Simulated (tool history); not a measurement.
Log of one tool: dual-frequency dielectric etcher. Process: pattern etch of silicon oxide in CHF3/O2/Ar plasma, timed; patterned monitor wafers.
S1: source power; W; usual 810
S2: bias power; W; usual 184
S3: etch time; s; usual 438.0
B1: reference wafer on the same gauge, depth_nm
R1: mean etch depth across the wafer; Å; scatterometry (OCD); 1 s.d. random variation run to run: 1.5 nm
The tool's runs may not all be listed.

Run 1, hour 0.0: usual settings; B1 860.1. Result: R1 9756 Å.
Run 2, hour 25.7: usual settings; B1 860.2. Result: R1 9767 Å.
Run 3, hour 58.9: usual settings but S1 750 W; B1 860.0. Result: R1 9511 Å.
Run 4, hour 84.9: usual settings but S1 750 W; B1 860.2. Result: R1 9520 Å.
Run 5, hour 99.1: usual settings; B1 859.9. Result: R1 9776 Å.
Run 6, hour 120.7: usual settings; B1 860.1. Result: R1 9813 Å.
Run 7, hour 133.0: usual settings; B1 859.8. Result: R1 9794 Å.
Run 8, hour 160.5: usual settings; B1 860.1. Result: R1 9791 Å.
Run 9, hour 189.1: usual settings; B1 859.9. Result: R1 9801 Å.
Run 10, hour 225.0: usual settings; B1 859.9. Result: R1 9823 Å.
Run 11, hour 257.9: usual settings; B1 860.0. Result: R1 9826 Å.
Run 12, hour 282.4: usual settings but S2 214 W; B1 860.0. Result: R1 10265 Å.
At hour 292.0: bias power generator calibrated.
Run 13, hour 305.1: usual settings but S2 214 W; B1 859.8. Result: R1 10295 Å.
At hour 349.2: wet clean of the chamber.
Run 14, hour 349.7: usual settings but S2 214 W; B1 860.1. Result: R1 10215 Å.
Run 15, hour 355.6: usual settings but S3 532.0 s; B1 860.0. Result: R1 11878 Å.
Run 16, hour 385.8: usual settings but S2 207 W; B1 860.1. Result: R1 10121 Å.
Run 17, hour 415.8: usual settings but S2 196 W; B1 860.0. Result: R1 9973 Å.
Run 18, hour 432.2: usual settings but S1 620 W, S2 144 W, S3 523.0 s; B1 860.1. Result: R1 9935 Å.
At hour 446.1: source power generator calibrated.
Run 19, hour 466.5: usual settings but S1 980 W, S3 547.0 s; B1 860.2. Result: R1 13055 Å.
At hour 492.6: upper electrode replaced.
Run 20, hour 493.1: usual settings but S2 209 W, S3 339.5 s; B1 860.2. Result: R1 7891 Å.
Run 21, hour 503.9: usual settings but S2 212 W, S3 368.0 s; B1 860.0. Result: R1 8592 Å.
Run 22, hour 527.8: usual settings but S1 630 W, S2 159 W, S3 472.5 s; B1 860.1. Result: R1 9300 Å.
At hour 539.5: gauge calibrated.
Run 23, hour 547.8: usual settings; B1 860.1. Result: R1 9781 Å.
Run 24, hour 563.0: usual settings; B1 860.0. Result: R1 9830 Å.
Run 25, hour 592.7: usual settings but S1 640 W, S2 139 W, S3 331.0 s; B1 860.0. Result: R1 6309 Å.
Run 26, hour 608.4: usual settings but S1 750 W, S2 198 W; B1 860.2. Result: R1 9776 Å.
Run 27, hour 641.2: usual settings but S1 910 W; B1 860.1. Result: R1 10219 Å.
Run 28, hour 661.1: usual settings but S1 670 W, S2 157 W, S3 544.5 s; B1 860.0. Result: R1 10957 Å.
Run 29, hour 693.5: usual settings but S2 212 W, S3 368.0 s; B1 860.1. Result: R1 8617 Å.
Run 30, hour 711.6: usual settings; B1 860.0. Result: R1 9849 Å.

Each row is a separate what-if for the run after 30, all from the same tool condition, not one after another. Results?
Run A, hour 712.1: usual settings; B1 ?. Result: R1 ?.
Run B, hour 712.1: usual settings but S1 690 W, S2 204 W, S3 502.0 s; B1 ?. Result: R1 ?.
Run C, hour 712.1: usual settings but S1 990 W, S2 198 W, S3 364.5 s; B1 ?. Result: R1 ?.
Run D, hour 712.1: usual settings but S1 710 W, S2 140 W, S3 368.5 s; B1 ?. Result: R1 ?.

run     B1     R1
  A  860.0   9846
  B  860.0  11043
  C  860.0   8973
  D  860.0   7315
Without the tool's hidden state the same runs would have given:
run     R1
  A   9746
  B  10931
  C   8882
  D   7241

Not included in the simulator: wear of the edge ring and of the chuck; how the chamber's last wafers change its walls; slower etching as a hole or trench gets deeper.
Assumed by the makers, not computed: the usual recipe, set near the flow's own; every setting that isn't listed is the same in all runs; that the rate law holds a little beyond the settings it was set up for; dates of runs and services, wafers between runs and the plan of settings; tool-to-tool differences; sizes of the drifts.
